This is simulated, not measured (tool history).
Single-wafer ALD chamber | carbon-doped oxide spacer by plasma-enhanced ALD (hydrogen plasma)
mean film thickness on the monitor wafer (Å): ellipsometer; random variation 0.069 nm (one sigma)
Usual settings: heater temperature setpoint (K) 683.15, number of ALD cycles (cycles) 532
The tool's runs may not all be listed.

run,hour,heater temperature setpoint (K),number of ALD cycles (cycles),wafers since the last listed run,hours since the last thermocouple change,hours since the gauge calibration,"read-back reference wafer on the same gauge, thickness_nm",mean film thickness on the monitor wafer (Å)
1,0.0,683.15,532,0,1746.9,552.2,31.492,280.30
2,28.4,683.15,532,20,1775.3,580.6,31.506,281.25
3,61.8,683.15,532,24,1808.7,614.0,31.520,280.40
4,81.7,687.15,532,14,1828.6,633.9,31.542,275.82
5,104.5,686.15,532,16,1851.4,656.7,31.523,278.98
6,139.0,686.15,532,25,1885.9,691.2,31.485,277.18
7,165.9,683.15,532,19,1912.8,718.1,31.486,280.87
8,187.4,683.15,532,15,1934.3,739.6,31.508,281.10
9,267.0,683.15,532,57,2013.9,819.2,31.487,281.28
10,336.1,683.15,532,50,2083.0,888.3,31.494,282.12
11,370.7,676.15,559,25,2117.6,922.9,31.535,297.49
# hour 399.3: gauge calibrated
12,405.3,676.15,559,25,2152.2,6.0,31.493,297.86
13,428.4,683.15,532,16,2175.3,29.1,31.495,280.35
14,445.4,683.15,532,12,2192.3,46.1,31.498,281.70
15,489.4,683.15,532,31,2236.3,90.1,31.517,280.31
16,515.6,683.15,532,19,2262.5,116.3,31.496,281.17
17,551.3,683.15,532,25,2298.2,152.0,31.505,279.88
18,585.8,683.15,532,25,2332.7,186.5,31.493,282.82
19,604.0,671.15,532,13,2350.9,204.7,31.492,282.99
20,626.1,678.15,497,16,2373.0,226.8,31.462,265.25
21,652.5,683.15,468,19,2399.4,253.2,31.495,246.05
22,676.6,690.15,562,17,2423.5,277.3,31.540,290.13
23,710.1,683.15,532,24,2457.0,310.8,31.499,282.47
24,735.1,683.15,532,18,2482.0,335.8,31.527,282.14
25,763.1,683.15,571,20,2510.0,363.8,31.530,301.60
26,796.4,683.15,462,24,2543.3,397.1,31.525,243.73
# hour 833.3: thermocouple changed; heater temperature recalibrated
27,872.9,689.15,484,49,39.6,473.6,31.482,245.01
28,898.9,672.15,610,18,65.6,499.6,31.495,325.38
29,921.0,683.15,588,16,87.7,521.7,31.494,305.41

Forecast run 30:
30,947.6,686.15,532,19,114.3,548.3,?,?

read-back reference wafer on the same gauge, thickness_nm: 31.472
mean film thickness on the monitor wafer (Å): 271.68
Without the tool's hidden state the same run would have given mean film thickness on the monitor wafer (Å) 271.15.

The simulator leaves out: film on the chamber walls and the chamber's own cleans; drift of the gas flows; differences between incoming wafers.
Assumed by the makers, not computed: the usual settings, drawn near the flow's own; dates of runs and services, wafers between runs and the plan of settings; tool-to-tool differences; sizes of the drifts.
